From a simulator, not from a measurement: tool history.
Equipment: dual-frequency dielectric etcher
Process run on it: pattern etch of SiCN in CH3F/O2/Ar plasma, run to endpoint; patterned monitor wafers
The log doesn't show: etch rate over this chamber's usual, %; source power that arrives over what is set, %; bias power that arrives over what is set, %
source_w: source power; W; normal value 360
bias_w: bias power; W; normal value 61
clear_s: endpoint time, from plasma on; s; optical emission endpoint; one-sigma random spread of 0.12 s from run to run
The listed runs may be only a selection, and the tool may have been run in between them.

| run | hour | source_w | bias_w | wafers since the last listed run | hours since the last wet clean | hours since the last source power generator calibration | hours since the last bias power generator calibration | hours since the last upper electrode change | incoming incoming film thickness, nm | clear_s |
|---|---|---|---|---|---|---|---|---|---|---|
| 1 | 0 | 410 | 61 | 0 | 404 | 3000.9 | 2085.2 | 4948.3 | 11.99 | 32.9 |
| 2 | 15.8 | 410 | 61 | 176 | 419.8 | 3016.7 | 2101 | 4964.1 | 12.07 | 33.2 |
| 3 | 49 | 360 | 61 | 371 | 453 | 3049.9 | 2134.2 | 4997.3 | 11.98 | 35 |
|  | 81.7 | wet clean of the chamber |
| 4 | 82.2 | 360 | 61 | 102 | 0.5 | 3083.1 | 2167.4 | 5030.5 | 12.12 | 36.2 |
| 5 | 85.8 | 360 | 56 | 40 | 4.1 | 3086.7 | 2171 | 5034.1 | 12.13 | 37.8 |
| 6 | 118.6 | 360 | 61 | 367 | 36.9 | 3119.5 | 2203.8 | 5066.9 | 12.08 | 36.2 |
| 7 | 145.9 | 360 | 61 | 305 | 64.2 | 3146.8 | 2231.1 | 5094.2 | 12.17 | 36.4 |
| 8 | 158.3 | 360 | 61 | 138 | 76.6 | 3159.2 | 2243.5 | 5106.6 | 12.16 | 36.4 |
| 9 | 178.7 | 390 | 61 | 228 | 97 | 3179.6 | 2263.9 | 5127 | 11.85 | 34.1 |
|  | 270.3 | upper electrode replaced |
| 10 | 277 | 390 | 61 | 831 | 195.3 | 3277.9 | 2362.2 | 6.7 | 12.04 | 34.3 |
| 11 | 305.1 | 360 | 61 | 314 | 223.4 | 3306 | 2390.3 | 34.8 | 11.98 | 35.4 |
| 12 | 340.8 | 360 | 61 | 399 | 259.1 | 3341.7 | 2426 | 70.5 | 12.09 | 35.7 |
| 13 | 362.3 | 360 | 61 | 240 | 280.6 | 3363.2 | 2447.5 | 92 | 11.99 | 35.3 |
| 14 | 376.5 | 320 | 54 | 158 | 294.8 | 3377.4 | 2461.7 | 106.2 | 11.97 | 39.4 |
| 15 | 394.5 | 360 | 61 | 201 | 312.8 | 3395.4 | 2479.7 | 124.2 | 11.99 | 35.3 |
|  | 408.4 | source power generator calibrated |
| 16 | 414.6 | 360 | 61 | 180 | 332.9 | 6.2 | 2499.8 | 144.3 | 11.97 | 35.3 |
| 17 | 439.2 | 360 | 51 | 275 | 357.5 | 30.8 | 2524.4 | 168.9 | 12.11 | 38.2 |
| 18 | 455.3 | 360 | 51 | 180 | 373.6 | 46.9 | 2540.5 | 185 | 11.95 | 37.6 |
| 19 | 471.9 | 380 | 52 | 185 | 390.2 | 63.5 | 2557.1 | 201.6 | 12 | 36.7 |
| 20 | 489.9 | 320 | 61 | 201 | 408.2 | 81.5 | 2575.1 | 219.6 | 11.99 | 37.2 |
|  | 518.9 | bias power generator calibrated |
| 21 | 519.4 | 360 | 61 | 285 | 437.7 | 111 | 0.5 | 249.1 | 12.09 | 35.2 |
| 22 | 547.9 | 330 | 50 | 318 | 466.2 | 139.5 | 29 | 277.6 | 12.15 | 40.4 |
| 23 | 564.6 | 360 | 61 | 186 | 482.9 | 156.2 | 45.7 | 294.3 | 11.92 | 34.9 |
| 24 | 580.2 | 450 | 61 | 174 | 498.5 | 171.8 | 61.3 | 309.9 | 12.03 | 31.5 |
|  | 622.8 | wet clean of the chamber |
| 25 | 623.3 | 360 | 61 | 213 | 0.5 | 214.9 | 104.4 | 353 | 11.99 | 36.2 |
| 26 | 623.7 | 360 | 61 | 4 | 0.9 | 215.3 | 104.8 | 353.4 | 11.89 | 35.7 |
| 27 | 647.5 | 420 | 57 | 266 | 24.7 | 239.1 | 128.6 | 377.2 | 12.01 | 34.3 |
| 28 | 668.6 | 360 | 47 | 236 | 45.8 | 260.2 | 149.7 | 398.3 | 11.83 | 39.5 |
| 29 | 680.6 | 360 | 61 | 134 | 57.8 | 272.2 | 161.7 | 410.3 | 11.8 | 35.2 |
| 30 | 712.9 | 420 | 61 | 361 | 90.1 | 304.5 | 194 | 442.6 | 11.98 | 33.1 |
| 31 | 748.1 | 400 | 70 | 393 | 125.3 | 339.7 | 229.2 | 477.8 | 11.87 | 31.6 |
| 32 | 760.2 | 430 | 72 | 135 | 137.4 | 351.8 | 241.3 | 489.9 | 11.97 | 30.5 |
| 33 | 775.7 | 360 | 53 | 173 | 152.9 | 367.3 | 256.8 | 505.4 | 12.1 | 38.2 |
| 34 | 796.8 | 390 | 70 | 236 | 174 | 388.4 | 277.9 | 526.5 | 11.97 | 32.4 |
| 35 | 828.2 | 310 | 49 | 351 | 205.4 | 419.8 | 309.3 | 557.9 | 11.94 | 42.3 |
| 36 | 860.8 | 430 | 54 | 364 | 238 | 452.4 | 341.9 | 590.5 | 11.98 | 34.1 |

Some steps in clear_s, run to run, broken into two amounts with sign: the step expected even without the hidden condition (settings, incoming material, random variation), and the rest, left for the hidden condition together with whatever gauge scatter is not in both the measured and the hidden-condition-free result:
Run 2 -> 3: source_w 410 -> 360. clear_s +1.8 s: hidden state -0.2, all else +2.
Run 3 -> 4: wet clean of the chamber. clear_s +1.2 s: hidden state +0.8, all else +0.4.
Run 24 -> 25: source_w 450 -> 360, wet clean of the chamber. clear_s +4.7 s: hidden state +1, all else +3.7.
Run 32 -> 33: source_w 430 -> 360, bias_w 72 -> 53. clear_s +7.7 s: hidden state -0.1, all else +7.8.
Run 34 -> 35: source_w 390 -> 310, bias_w 70 -> 49. clear_s +9.9 s: hidden state -0.2, all else +10.1.
Run 35 -> 36: source_w 310 -> 430, bias_w 49 -> 54. clear_s -8.2 s: hidden state +0, all else -8.2.
